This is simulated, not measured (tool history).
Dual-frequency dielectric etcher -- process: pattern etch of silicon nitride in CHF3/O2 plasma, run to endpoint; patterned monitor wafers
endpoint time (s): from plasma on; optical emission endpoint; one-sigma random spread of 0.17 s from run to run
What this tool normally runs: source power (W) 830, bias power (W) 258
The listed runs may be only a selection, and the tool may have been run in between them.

| run | hour | source power (W) | bias power (W) | wafers since the last listed run | hours since the last wet clean | hours since the last source power generator calibration | hours since the last bias power generator calibration | hours since the last upper electrode change | incoming incoming film thickness, nm | endpoint time (s) |
|---|---|---|---|---|---|---|---|---|---|---|
| 1 | 0.0 | 830 | 258 | 0 | 277.0 | 2821.6 | 887.8 | 2979.8 | 101.4 | 54.9 |
| 2 | 45.9 | 710 | 258 | 662 | 322.9 | 2867.5 | 933.7 | 3025.7 | 100.9 | 59.0 |
| 3 | 117.2 | 830 | 258 | 1028 | 394.2 | 2938.8 | 1005.0 | 3097.0 | 101.4 | 55.1 |
| 4 | 158.0 | 830 | 258 | 588 | 435.0 | 2979.6 | 1045.8 | 3137.8 | 101.5 | 54.6 |
|  | 224.8 | wet clean of the chamber |
| 5 | 225.3 | 830 | 258 | 624 | 0.5 | 3046.9 | 1113.1 | 3205.1 | 101.4 | 54.7 |
| 6 | 262.3 | 830 | 258 | 533 | 37.5 | 3083.9 | 1150.1 | 3242.1 | 101.6 | 55.0 |
| 7 | 365.5 | 830 | 238 | 1488 | 140.7 | 3187.1 | 1253.3 | 3345.3 | 100.1 | 55.8 |
| 8 | 406.3 | 830 | 238 | 588 | 181.5 | 3227.9 | 1294.1 | 3386.1 | 100.9 | 56.2 |
| 9 | 459.3 | 960 | 258 | 764 | 234.5 | 3280.9 | 1347.1 | 3439.1 | 101.2 | 51.0 |
| 10 | 489.3 | 960 | 258 | 432 | 264.5 | 3310.9 | 1377.1 | 3469.1 | 100.4 | 50.6 |
| 11 | 553.1 | 960 | 258 | 920 | 328.3 | 3374.7 | 1440.9 | 3532.9 | 101.1 | 50.7 |
|  | 605.7 | bias power generator calibrated |
| 12 | 606.6 | 830 | 258 | 714 | 381.8 | 3428.2 | 0.9 | 3586.4 | 101.5 | 54.9 |
|  | 652.9 | wet clean of the chamber |
| 13 | 805.9 | 830 | 273 | 2528 | 153.0 | 3627.5 | 200.2 | 3785.7 | 100.9 | 53.5 |
| 14 | 863.1 | 830 | 273 | 825 | 210.2 | 3684.7 | 257.4 | 3842.9 | 100.9 | 53.2 |
| 15 | 933.8 | 990 | 258 | 1019 | 280.9 | 3755.4 | 328.1 | 3913.6 | 100.8 | 49.8 |
| 16 | 990.1 | 990 | 258 | 812 | 337.2 | 3811.7 | 384.4 | 3969.9 | 101.0 | 50.1 |
| 17 | 1020.0 | 830 | 306 | 431 | 367.1 | 3841.6 | 414.3 | 3999.8 | 101.1 | 51.2 |
| 18 | 1068.7 | 830 | 240 | 702 | 415.8 | 3890.3 | 463.0 | 4048.5 | 101.7 | 56.4 |
|  | 1096.0 | wet clean of the chamber |
| 19 | 1108.1 | 1010 | 320 | 222 | 12.1 | 3929.7 | 502.4 | 4087.9 | 100.1 | 45.5 |
|  | 1150.2 | upper electrode replaced |
| 20 | 1178.9 | 1020 | 233 | 675 | 82.9 | 4000.5 | 573.2 | 28.7 | 100.6 | 50.8 |
| 21 | 1226.1 | 960 | 258 | 680 | 130.1 | 4047.7 | 620.4 | 75.9 | 100.8 | 50.4 |
|  | 1237.3 | source power generator calibrated |
| 22 | 1263.6 | 1030 | 233 | 483 | 167.6 | 26.3 | 657.9 | 113.4 | 100.9 | 52.4 |
| 23 | 1293.4 | 830 | 258 | 429 | 197.4 | 56.1 | 687.7 | 143.2 | 101.6 | 56.1 |
| 24 | 1328.5 | 730 | 279 | 506 | 232.5 | 91.2 | 722.8 | 178.3 | 100.5 | 57.6 |
| 25 | 1392.0 | 990 | 296 | 915 | 296.0 | 154.7 | 786.3 | 241.8 | 101.1 | 49.2 |
| 26 | 1427.3 | 620 | 287 | 509 | 331.3 | 190.0 | 821.6 | 277.1 | 101.0 | 62.3 |
| 27 | 1489.1 | 830 | 258 | 891 | 393.1 | 251.8 | 883.4 | 338.9 | 100.8 | 55.6 |
|  | 1556.4 | wet clean of the chamber |
| 28 | 1558.1 | 750 | 291 | 649 | 1.7 | 320.8 | 952.4 | 407.9 | 100.4 | 55.8 |
| 29 | 1654.3 | 650 | 226 | 1387 | 97.9 | 417.0 | 1048.6 | 504.1 | 100.4 | 65.9 |
| 30 | 1690.4 | 830 | 258 | 520 | 134.0 | 453.1 | 1084.7 | 540.2 | 100.9 | 55.5 |
| 31 | 1750.1 | 660 | 258 | 861 | 193.7 | 512.8 | 1144.4 | 599.9 | 100.1 | 61.7 |
| 32 | 1793.2 | 930 | 258 | 621 | 236.8 | 555.9 | 1187.5 | 643.0 | 100.5 | 52.6 |
| 33 | 1854.4 | 690 | 217 | 882 | 298.0 | 617.1 | 1248.7 | 704.2 | 101.2 | 65.0 |
|  | 1940.0 | wet clean of the chamber |
| 34 | 1940.5 | 830 | 290 | 895 | 0.5 | 703.2 | 1334.8 | 790.3 | 100.8 | 53.3 |
| 35 | 1974.0 | 690 | 286 | 483 | 34.0 | 736.7 | 1368.3 | 823.8 | 100.1 | 58.3 |
| 36 | 2027.5 | 830 | 296 | 771 | 87.5 | 790.2 | 1421.8 | 877.3 | 100.8 | 52.9 |

Results per run with the tool's hidden condition removed, run-to-run variation unchanged:
Hidden state present: etch rate over this chamber's usual, %; source power that arrives over what is set, %; bias power that arrives over what is set, %.
| run | endpoint time (s) |
|---|---|
| 1 | 56.0 |
| 2 | 60.2 |
| 3 | 56.3 |
| 4 | 55.7 |
| 5 | 55.9 |
| 6 | 56.2 |
| 7 | 57.0 |
| 8 | 57.4 |
| 9 | 52.2 |
| 10 | 51.7 |
| 11 | 51.9 |
| 12 | 56.1 |
| 13 | 54.8 |
| 14 | 54.5 |
| 15 | 51.1 |
| 16 | 51.3 |
| 17 | 52.5 |
| 18 | 57.9 |
| 19 | 46.7 |
| 20 | 52.1 |
| 21 | 51.8 |
| 22 | 52.3 |
| 23 | 56.0 |
| 24 | 57.5 |
| 25 | 49.2 |
| 26 | 62.3 |
| 27 | 55.6 |
| 28 | 55.8 |
| 29 | 65.9 |
| 30 | 55.6 |
| 31 | 61.8 |
| 32 | 52.7 |
| 33 | 65.1 |
| 34 | 53.4 |
| 35 | 58.4 |
| 36 | 53.1 |

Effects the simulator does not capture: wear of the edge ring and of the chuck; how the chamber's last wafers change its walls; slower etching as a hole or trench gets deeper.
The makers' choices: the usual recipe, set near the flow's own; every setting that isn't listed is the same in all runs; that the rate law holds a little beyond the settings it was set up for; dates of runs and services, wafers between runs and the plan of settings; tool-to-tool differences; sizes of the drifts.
